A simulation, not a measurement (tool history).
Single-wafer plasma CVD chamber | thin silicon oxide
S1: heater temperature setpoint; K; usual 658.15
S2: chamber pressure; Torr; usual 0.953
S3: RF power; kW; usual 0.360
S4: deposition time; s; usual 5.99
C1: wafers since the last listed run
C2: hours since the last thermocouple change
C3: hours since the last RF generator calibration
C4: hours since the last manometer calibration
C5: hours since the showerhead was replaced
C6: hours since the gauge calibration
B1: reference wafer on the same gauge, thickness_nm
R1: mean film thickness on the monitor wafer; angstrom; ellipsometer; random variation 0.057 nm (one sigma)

run    hour      S1     S2     S3    S4    C1      C2      C3      C4      C5      C6      B1      R1
  1     0.0  658.15  0.953  0.360  5.99     0  1661.7   194.4  1557.3  2143.4  1191.2  16.883  145.48
  2    90.0  662.15  0.953  0.360  5.99  2832  1751.7   284.4  1647.3  2233.4  1281.2  16.884  145.32
  3   136.8  662.15  0.953  0.360  5.99  1473  1798.5   331.2  1694.1  2280.2  1328.0  16.881  144.59
  4   235.0  662.15  0.953  0.360  5.99  3090  1896.7   429.4  1792.3  2378.4  1426.2  16.896  146.63
  5   313.7  658.15  0.953  0.360  5.99  2477  1975.4   508.1  1871.0  2457.1  1504.9  16.904  147.23
  6   376.9  658.15  0.953  0.310  5.99  1989  2038.6   571.3  1934.2  2520.3  1568.1  16.902  131.35
  7   457.7  658.15  0.953  0.310  5.99  2543  2119.4   652.1  2015.0  2601.1  1648.9  16.916  131.38
  8   538.1  658.15  0.953  0.310  5.99  2530  2199.8   732.5  2095.4  2681.5  1729.3  16.913  131.70
      549.1  -- showerhead replaced
      574.8  -- thermocouple changed; heater temperature recalibrated
  9   590.8  658.15  0.953  0.360  5.99  1155    16.0   785.2  2148.1    41.7  1782.0  16.919  146.46
 10   630.5  658.15  1.112  0.360  5.99  1249    55.7   824.9  2187.8    81.4  1821.7  16.909  159.75
 11   670.7  658.15  1.112  0.360  5.99  1265    95.9   865.1  2228.0   121.6  1861.9  16.930  158.21
      682.3  -- capacitance manometer re-zeroed and calibrated
 12   734.8  658.15  1.112  0.360  5.99  1765   160.0   929.2    52.5   185.7  1926.0  16.930  159.44
 13   809.3  658.15  0.953  0.360  5.99  2344   234.5  1003.7   127.0   260.2  2000.5  16.923  146.43
 14   907.7  658.15  1.083  0.335  6.99  3097   332.9  1102.1   225.4   358.6  2098.9  16.922  173.66
 15   962.4  658.15  0.953  0.360  5.99  1721   387.6  1156.8   280.1   413.3  2153.6  16.931  146.91
      990.4  -- gauge calibrated
 16  1011.6  653.15  1.177  0.420  6.36  1548   436.8  1206.0   329.3   462.5    21.2  16.596  186.31
 17  1103.2  665.15  1.182  0.395  6.47  2883   528.4  1297.6   420.9   554.1   112.8  16.632  182.13
 18  1160.1  665.15  1.153  0.360  6.84  1791   585.3  1354.5   477.8   611.0   169.7  16.657  180.36
 19  1204.4  646.15  0.785  0.330  6.81  1394   629.6  1398.8   522.1   655.3   214.0  16.684  138.55
 20  1285.8  665.15  0.953  0.325  5.99  2562   711.0  1480.2   603.5   736.7   295.4  16.720  134.84
     1358.1  -- RF generator calibrated
 21  1358.6  643.15  0.812  0.385  5.99  2039   783.8     0.5   676.3   809.5   368.2  16.722  137.74
 22  1448.3  664.15  0.889  0.405  6.98  2823   873.5    90.2   766.0   899.2   457.9  16.762  171.24
 23  1549.1  654.15  1.019  0.340  5.99  3172   974.3   191.0   866.8  1000.0   558.7  16.768  145.48
 24  1601.7  658.15  0.953  0.385  6.73  1655  1026.9   243.6   919.4  1052.6   611.3  16.781  168.62
 25  1690.6  658.15  1.112  0.360  5.99  2798  1115.8   332.5  1008.3  1141.5   700.2  16.811  157.50
 26  1780.7  658.15  0.953  0.360  5.99  2836  1205.9   422.6  1098.4  1231.6   790.3  16.818  145.46
 27  1825.5  658.15  0.953  0.360  5.99  1410  1250.7   467.4  1143.2  1276.4   835.1  16.829  146.39
 28  1927.8  658.15  0.953  0.360  5.99  3220  1353.0   569.7  1245.5  1378.7   937.4  16.843  146.60

Forecast each of these 5 alternatives for the next run:
  A  1928.2  658.15  0.953  0.360  5.99  12  1353.4  570.1  1245.9  1379.1  937.8   ?   ?
  B  1928.2  658.15  0.953  0.380  5.99  12  1353.4  570.1  1245.9  1379.1  937.8   ?   ?
  C  1928.2  658.15  0.953  0.360  6.83  12  1353.4  570.1  1245.9  1379.1  937.8   ?   ?
  D  1928.2  658.15  0.953  0.425  5.24  12  1353.4  570.1  1245.9  1379.1  937.8   ?   ?
  E  1928.2  648.15  1.131  0.405  5.99  12  1353.4  570.1  1245.9  1379.1  937.8   ?   ?

run      B1      R1
  A  16.836  145.30
  B  16.836  150.07
  C  16.836  165.63
  D  16.836  139.55
  E  16.836  171.47
Without the tool's hidden state the same runs would have given:
run      R1
  A  143.19
  B  147.90
  C  163.23
  D  137.53
  E  168.98
